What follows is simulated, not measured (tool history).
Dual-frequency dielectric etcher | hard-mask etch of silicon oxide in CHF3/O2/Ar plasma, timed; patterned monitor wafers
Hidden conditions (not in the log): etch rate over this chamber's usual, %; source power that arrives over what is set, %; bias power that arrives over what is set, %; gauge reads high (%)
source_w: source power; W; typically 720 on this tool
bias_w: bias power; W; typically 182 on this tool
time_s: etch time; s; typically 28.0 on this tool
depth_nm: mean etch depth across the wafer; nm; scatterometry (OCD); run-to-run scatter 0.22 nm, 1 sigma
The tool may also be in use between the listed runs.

run   hour  source_w  bias_w  time_s  wafers since the last listed run  hours since the last wet clean  hours since the last source power generator calibration  hours since the last bias power generator calibration  hours since the last upper electrode change  hours since the gauge calibration  read-back reference wafer on the same gauge, depth_nm  depth_nm
  1    0.0       720     182    28.0                                 0                           149.5                                                   2415.5                                                 2106.6                                       2418.5                               72.1                                                   57.0      63.5
  2   14.1       720     182    28.0                               223                           163.6                                                   2429.6                                                 2120.7                                       2432.6                               86.2                                                   57.0      63.5
  3   49.8       720     182    23.5                               566                           199.3                                                   2465.3                                                 2156.4                                       2468.3                              121.9                                                   56.9      53.2
  4  141.5       720     182    23.5                              1454                           291.0                                                   2557.0                                                 2248.1                                       2560.0                              213.6                                                   56.7      53.0
  5  175.3       720     182    28.0                               536                           324.8                                                   2590.8                                                 2281.9                                       2593.8                              247.4                                                   56.6      62.9
  6  193.5       640     182    28.0                               288                           343.0                                                   2609.0                                                 2300.1                                       2612.0                              265.6                                                   56.6      59.5
     204.3  -- source power generator calibrated
  7  220.1       640     182    28.0                               358                           369.6                                                     15.8                                                 2326.7                                       2638.6                              292.2                                                   56.5      59.7
     248.3  -- wet clean of the chamber
  8  248.8       720     182    28.0                                74                             0.5                                                     44.5                                                 2355.4                                       2667.3                              320.9                                                   56.4      62.6
     254.9  -- bias power generator calibrated
  9  258.7       720     182    28.0                                93                            10.4                                                     54.4                                                    3.8                                       2677.2                              330.8                                                   56.4      62.8
     280.5  -- gauge calibrated
     288.2  -- upper electrode replaced
 10  288.7       720     154    28.0                                95                            40.4                                                     84.4                                                   33.8                                          0.5                                8.2                                                   57.2      60.6
 11  299.7       720     216    21.5                               174                            51.4                                                     95.4                                                   44.8                                         11.5                               19.2                                                   57.2      51.4
 12  330.6       720     213    28.0                               490                            82.3                                                    126.3                                                   75.7                                         42.4                               50.1                                                   57.1      66.7
 13  350.8       720     217    28.0                               320                           102.5                                                    146.5                                                   95.9                                         62.6                               70.3                                                   57.1      66.9
 14  382.7       720     207    20.5                               505                           134.4                                                    178.4                                                  127.8                                         94.5                              102.2                                                   57.0      48.4

Below are 5 alternative next runs, each starting from the tool's condition after run 14. Predict each:
  A  383.1       720     182    20.5                                 6                           134.8                                                    178.8                                                  128.2                                         94.9                              102.6                                                      ?         ?
  B  383.1       660     158    20.5                                 6                           134.8                                                    178.8                                                  128.2                                         94.9                              102.6                                                      ?         ?
  C  383.1       720     227    28.0                                 6                           134.8                                                    178.8                                                  128.2                                         94.9                              102.6                                                      ?         ?
  D  383.1       610     182    28.0                                 6                           134.8                                                    178.8                                                  128.2                                         94.9                              102.6                                                      ?         ?
  E  383.1       660     170    32.0                                 6                           134.8                                                    178.8                                                  128.2                                         94.9                              102.6                                                      ?         ?

run  read-back reference wafer on the same gauge, depth_nm  depth_nm
  A                                                   57.0      46.4
  B                                                   57.0      42.9
  C                                                   57.0      67.8
  D                                                   57.0      58.9
  E                                                   57.0      68.4
Had the tool no hidden state, the same runs would have come out as:
run  depth_nm
  A      46.7
  B      43.1
  C      68.2
  D      59.2
  E      68.8
